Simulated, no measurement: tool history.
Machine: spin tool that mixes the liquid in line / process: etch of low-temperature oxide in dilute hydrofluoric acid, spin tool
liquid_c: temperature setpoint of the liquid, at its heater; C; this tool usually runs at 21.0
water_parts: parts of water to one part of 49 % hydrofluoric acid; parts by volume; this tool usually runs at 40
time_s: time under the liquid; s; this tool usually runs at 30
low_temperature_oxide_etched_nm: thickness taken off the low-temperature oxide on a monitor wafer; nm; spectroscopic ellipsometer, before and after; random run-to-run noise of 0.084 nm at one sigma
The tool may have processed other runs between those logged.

| run | day | liquid_c | water_parts | time_s | wafers since the last listed run | hours since the thermometer was replaced | hours since the hydrofluoric acid flow meter was replaced | hours since the gauge calibration | read-back film thickness of the low-temperature oxide reference wafer, read on the same gauge (nm) | low_temperature_oxide_etched_nm |
|---|---|---|---|---|---|---|---|---|---|---|
| 1 | 0.000 | 21.0 | 40 | 30 | 0 | 1693.9 | 338.1 | 872.1 | 150.00 | 15.54 |
| 2 | 1.358 | 21.0 | 40 | 30 | 356 | 1726.5 | 370.7 | 904.7 | 149.99 | 15.69 |
| 3 | 3.529 | 21.0 | 40 | 30 | 570 | 1778.6 | 422.8 | 956.8 | 150.02 | 15.63 |
| 4 | 5.504 | 21.0 | 40 | 30 | 519 | 1826.0 | 470.2 | 1004.2 | 149.99 | 15.88 |
| 5 | 7.979 | 21.0 | 40 | 30 | 650 | 1885.4 | 529.6 | 1063.6 | 149.97 | 15.66 |
| 6 | 9.996 | 21.0 | 40 | 20 | 529 | 1933.8 | 578.0 | 1112.0 | 149.97 | 10.54 |
| 7 | 12.446 | 21.0 | 40 | 20 | 643 | 1992.6 | 636.8 | 1170.8 | 149.98 | 10.59 |
| 8 | 14.562 | 21.0 | 40 | 30 | 556 | 2043.4 | 687.6 | 1221.6 | 150.01 | 15.95 |
| 9 | 15.938 | 21.0 | 40 | 25 | 361 | 2076.4 | 720.6 | 1254.6 | 150.03 | 13.32 |
| 10 | 17.883 | 21.0 | 40 | 30 | 511 | 2123.1 | 767.3 | 1301.3 | 150.03 | 15.98 |
|  | 18.767 | gauge calibrated |
| 11 | 20.129 | 21.0 | 40 | 30 | 590 | 2177.0 | 821.2 | 32.7 | 150.02 | 16.00 |
|  | 20.467 | hydrofluoric acid flow meter replaced |
| 12 | 22.804 | 21.0 | 40 | 30 | 692 | 2241.2 | 56.1 | 96.9 | 150.03 | 15.43 |
| 13 | 24.033 | 21.0 | 40 | 30 | 323 | 2270.7 | 85.6 | 126.4 | 149.98 | 15.57 |
| 14 | 25.583 | 21.0 | 40 | 30 | 407 | 2307.9 | 122.8 | 163.6 | 149.97 | 15.44 |
| 15 | 28.008 | 21.0 | 50 | 25 | 637 | 2366.1 | 181.0 | 221.8 | 150.01 | 10.27 |
| 16 | 29.121 | 18.0 | 40 | 50 | 292 | 2392.8 | 207.7 | 248.5 | 149.97 | 23.07 |
| 17 | 30.800 | 21.0 | 30 | 40 | 441 | 2433.1 | 248.0 | 288.8 | 150.02 | 28.08 |
| 18 | 32.538 | 22.5 | 25 | 25 | 456 | 2474.8 | 289.7 | 330.5 | 149.99 | 22.64 |
|  | 33.471 | thermometer replaced |
| 19 | 34.296 | 17.0 | 35 | 40 | 451 | 19.8 | 331.9 | 372.7 | 150.00 | 20.24 |
| 20 | 36.738 | 25.0 | 45 | 40 | 641 | 78.4 | 390.5 | 431.3 | 149.98 | 21.80 |
| 21 | 42.171 | 21.0 | 40 | 30 | 1427 | 208.8 | 520.9 | 561.7 | 149.95 | 15.80 |
| 22 | 44.962 | 22.5 | 45 | 15 | 733 | 275.8 | 587.9 | 628.7 | 150.04 | 7.44 |
| 23 | 47.683 | 21.0 | 40 | 40 | 715 | 341.1 | 653.2 | 694.0 | 150.03 | 21.25 |
| 24 | 50.392 | 21.0 | 40 | 30 | 711 | 406.1 | 718.2 | 759.0 | 149.97 | 16.06 |
|  | 51.508 | hydrofluoric acid flow meter replaced |
| 25 | 52.375 | 25.0 | 45 | 40 | 510 | 453.7 | 20.8 | 806.6 | 149.96 | 21.35 |
| 26 | 55.175 | 21.0 | 25 | 15 | 735 | 520.9 | 88.0 | 873.8 | 150.00 | 12.60 |
| 27 | 57.250 | 21.0 | 40 | 30 | 545 | 570.7 | 137.8 | 923.6 | 150.03 | 15.40 |
| 28 | 58.367 | 24.0 | 45 | 40 | 293 | 597.5 | 164.6 | 950.4 | 150.02 | 20.86 |

5 ways to go on from here, each from the tool as it stands after run 28. What would each give?
| A | 58.383 | 23.0 | 40 | 30 | 4 | 597.9 | 165.0 | 950.8 | ? | ? |
| B | 58.383 | 21.0 | 50 | 30 | 4 | 597.9 | 165.0 | 950.8 | ? | ? |
| C | 58.383 | 21.0 | 50 | 20 | 4 | 597.9 | 165.0 | 950.8 | ? | ? |
| D | 58.383 | 21.0 | 30 | 15 | 4 | 597.9 | 165.0 | 950.8 | ? | ? |
| E | 58.383 | 17.5 | 25 | 45 | 4 | 597.9 | 165.0 | 950.8 | ? | ? |

| run | read-back film thickness of the low-temperature oxide reference wafer, read on the same gauge (nm) | low_temperature_oxide_etched_nm |
|---|---|---|
| A | 149.99 | 16.59 |
| B | 149.99 | 12.05 |
| C | 149.99 | 8.03 |
| D | 149.99 | 10.29 |
| E | 149.99 | 32.01 |
Without the tool's hidden state the same runs would have given:
| run | low_temperature_oxide_etched_nm |
|---|---|
| A | 16.44 |
| B | 11.94 |
| C | 7.96 |
| D | 10.20 |
| E | 31.74 |

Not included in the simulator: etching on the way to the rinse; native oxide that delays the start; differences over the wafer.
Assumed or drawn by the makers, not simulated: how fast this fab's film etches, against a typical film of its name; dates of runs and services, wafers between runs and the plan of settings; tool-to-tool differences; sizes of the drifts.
